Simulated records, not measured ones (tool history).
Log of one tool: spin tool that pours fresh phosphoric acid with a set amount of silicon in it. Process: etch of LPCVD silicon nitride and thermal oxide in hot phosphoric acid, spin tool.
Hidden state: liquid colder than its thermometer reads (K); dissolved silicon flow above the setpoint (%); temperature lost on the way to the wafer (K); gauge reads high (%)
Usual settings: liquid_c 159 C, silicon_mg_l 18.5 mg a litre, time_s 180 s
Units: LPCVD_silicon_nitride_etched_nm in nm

run    hour  liquid_c  silicon_mg_l  time_s  wafers since the last listed run  hours since the thermometer was replaced  hours since the dissolved silicon flow meter was replaced  hours since the heated supply line was repaired  hours since the gauge calibration  read-back film thickness of the LPCVD silicon nitride reference wafer, read on the same gauge (nm)  LPCVD_silicon_nitride_etched_nm
  1       0       159            10     180                                 0                                    2373.1                                                     1526.6                                           1120.9                              753.9                                                                                               89.99                             12.5
  2    53.4       159            10     180                               254                                    2426.5                                                       1580                                           1174.3                              807.3                                                                                                  90                            12.38
  3   111.7       159            10     180                               277                                    2484.8                                                     1638.3                                           1232.6                              865.6                                                                                               90.01                            12.35
  4   181.7       157          18.5     180                               333                                    2554.8                                                     1708.3                                           1302.6                              935.6                                                                                                  90                            11.52
  5   208.4     157.5          18.5     110                               127                                    2581.5                                                       1735                                           1329.3                              962.3                                                                                               90.01                             7.18
  6   280.6       159          18.5     180                               343                                    2653.7                                                     1807.2                                           1401.5                             1034.5                                                                                               90.01                            12.35
  7   323.3       159             6     130                               203                                    2696.4                                                     1849.9                                           1444.2                             1077.2                                                                                               90.01                             8.92
  8   376.3       159          18.5     180                               252                                    2749.4                                                     1902.9                                           1497.2                             1130.2                                                                                               89.98                            12.33
  9   413.8       159          18.5     180                               178                                    2786.9                                                     1940.4                                           1534.7                             1167.7                                                                                               90.02                            12.37
 10   450.6       159            27     180                               175                                    2823.7                                                     1977.2                                           1571.5                             1204.5                                                                                               90.02                             12.3
 11   509.3       159          18.5     135                               279                                    2882.4                                                     2035.9                                           1630.2                             1263.2                                                                                               89.96                             9.22
 12   546.6       160             5     180                               177                                    2919.7                                                     2073.2                                           1667.5                             1300.5                                                                                               89.99                             12.7
      585.1  -- heated supply line repaired
      588.5  -- thermometer replaced
 13   601.6     156.5            33     255                               252                                      13.1                                                     2128.2                                             16.5                             1355.5                                                                                               90.01                            17.01
 14     627     161.5          18.5     180                               120                                      38.5                                                     2153.6                                             41.9                             1380.9                                                                                               90.02                            14.16
      638.9  -- dissolved silicon flow meter replaced
 15   661.8     157.5          32.5     180                               160                                      73.3                                                       22.9                                             76.7                             1415.7                                                                                               89.99                             12.4
      664.8  -- gauge calibrated
 16   727.5       159            10     180                               312                                       139                                                       88.6                                            142.4                               62.7                                                                                                  90                             12.9
 17   781.3     156.5          13.5     180                               256                                     192.8                                                      142.4                                            196.2                              116.5                                                                                               90.02                             11.9
 18   817.6     156.5          18.5     100                               172                                     229.1                                                      178.7                                            232.5                              152.8                                                                                               89.99                             6.58
 19   864.7       160          23.5     145                               224                                     276.2                                                      225.8                                            279.6                              199.9                                                                                               90.04                            10.78
 20     927       159            30     180                               296                                     338.5                                                      288.1                                            341.9                              262.2                                                                                                  90                            12.88
 21     957     157.5             8     150                               142                                     368.5                                                      318.1                                            371.9                              292.2                                                                                               89.99                            10.17
 22  1148.3       159          32.5     260                               910                                     559.8                                                      509.4                                            563.2                              483.5                                                                                               90.03                            18.61

Hidden state at the last listed run before each entry between runs and at the first one after, where it differs:
Between runs 12 and 13: heated supply line repaired (hour 585.1); thermometer replaced (hour 588.5)
  liquid colder than its thermometer reads (K): 1.8 -> 0.0729
  measured less the result without the state, LPCVD_silicon_nitride_etched_nm: -0.8 -> -0.04 nm
Between runs 14 and 15: dissolved silicon flow meter replaced (hour 638.9)
  liquid colder than its thermometer reads (K): 0.0868 -> 0.106
  measured less the result without the state, LPCVD_silicon_nitride_etched_nm: -0.04 -> -0.05 nm
Between runs 15 and 16: gauge calibrated (hour 664.8)
  liquid colder than its thermometer reads (K): 0.106 -> 0.141
  measured less the result without the state, LPCVD_silicon_nitride_etched_nm: -0.05 -> -0.07 nm

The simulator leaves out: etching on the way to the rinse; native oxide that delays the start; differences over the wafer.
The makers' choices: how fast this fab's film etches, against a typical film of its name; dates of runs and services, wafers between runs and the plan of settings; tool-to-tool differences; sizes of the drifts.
